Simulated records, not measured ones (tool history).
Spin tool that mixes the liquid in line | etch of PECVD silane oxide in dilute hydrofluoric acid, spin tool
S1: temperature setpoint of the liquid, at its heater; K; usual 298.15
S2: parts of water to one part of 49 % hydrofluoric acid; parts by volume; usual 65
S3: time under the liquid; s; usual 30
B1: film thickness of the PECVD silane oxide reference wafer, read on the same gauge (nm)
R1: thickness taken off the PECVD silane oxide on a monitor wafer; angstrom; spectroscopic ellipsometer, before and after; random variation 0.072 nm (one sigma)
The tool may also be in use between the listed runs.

| run | hour | S1 | S2 | S3 | B1 | R1 |
|---|---|---|---|---|---|---|
| 1 | 0.0 | 298.15 | 65 | 30 | 39.99 | 97.2 |
| 2 | 10.0 | 298.15 | 65 | 30 | 39.96 | 98.2 |
| 3 | 21.9 | 298.15 | 65 | 30 | 40.01 | 97.4 |
| 4 | 28.4 | 302.15 | 65 | 30 | 39.99 | 113.6 |
| 5 | 40.0 | 302.15 | 65 | 30 | 39.99 | 115.8 |
| 6 | 51.4 | 302.15 | 65 | 30 | 40.04 | 117.2 |
| 7 | 65.7 | 298.15 | 65 | 30 | 40.00 | 98.5 |
| 8 | 83.3 | 298.15 | 65 | 30 | 40.01 | 98.6 |
| 9 | 94.5 | 298.15 | 65 | 30 | 40.00 | 98.6 |
| 10 | 103.1 | 298.15 | 65 | 40 | 40.03 | 131.6 |
| 11 | 118.7 | 298.15 | 65 | 30 | 39.98 | 98.1 |
|  | 126.3 | hydrofluoric acid flow meter replaced |
|  | 128.1 | gauge calibrated |
| 12 | 154.9 | 298.15 | 55 | 20 | 40.03 | 69.0 |
| 13 | 166.1 | 294.65 | 65 | 30 | 40.00 | 74.1 |
|  | 169.2 | thermometer replaced |
| 14 | 183.1 | 294.65 | 90 | 45 | 39.98 | 78.7 |
| 15 | 198.4 | 298.15 | 45 | 35 | 39.94 | 150.3 |
| 16 | 205.8 | 300.15 | 75 | 15 | 40.01 | 40.3 |
| 17 | 212.8 | 295.15 | 55 | 30 | 40.02 | 92.4 |
| 18 | 224.2 | 298.15 | 75 | 45 | 39.96 | 112.6 |
| 19 | 234.3 | 298.15 | 65 | 30 | 40.01 | 87.1 |
| 20 | 248.6 | 300.15 | 90 | 30 | 39.99 | 65.6 |
| 21 | 266.3 | 298.15 | 65 | 30 | 39.96 | 87.2 |
|  | 282.2 | gauge calibrated |
| 22 | 282.7 | 294.65 | 50 | 20 | 39.99 | 67.0 |
| 23 | 300.3 | 301.15 | 45 | 30 | 39.99 | 149.5 |

Forecast each of these 4 alternatives for the next run:
| A | 300.7 | 295.15 | 65 | 30 | ? | ? |
| B | 300.7 | 302.65 | 65 | 35 | ? | ? |
| C | 300.7 | 298.15 | 65 | 20 | ? | ? |
| D | 300.7 | 294.15 | 85 | 15 | ? | ? |

| run | B1 | R1 |
|---|---|---|
| A | 40.03 | 76.8 |
| B | 40.03 | 121.0 |
| C | 40.03 | 57.9 |
| D | 40.03 | 27.5 |
Without the tool's hidden state the same runs would have given:
| run | R1 |
|---|---|
| A | 74.4 |
| B | 117.2 |
| C | 56.1 |
| D | 26.6 |

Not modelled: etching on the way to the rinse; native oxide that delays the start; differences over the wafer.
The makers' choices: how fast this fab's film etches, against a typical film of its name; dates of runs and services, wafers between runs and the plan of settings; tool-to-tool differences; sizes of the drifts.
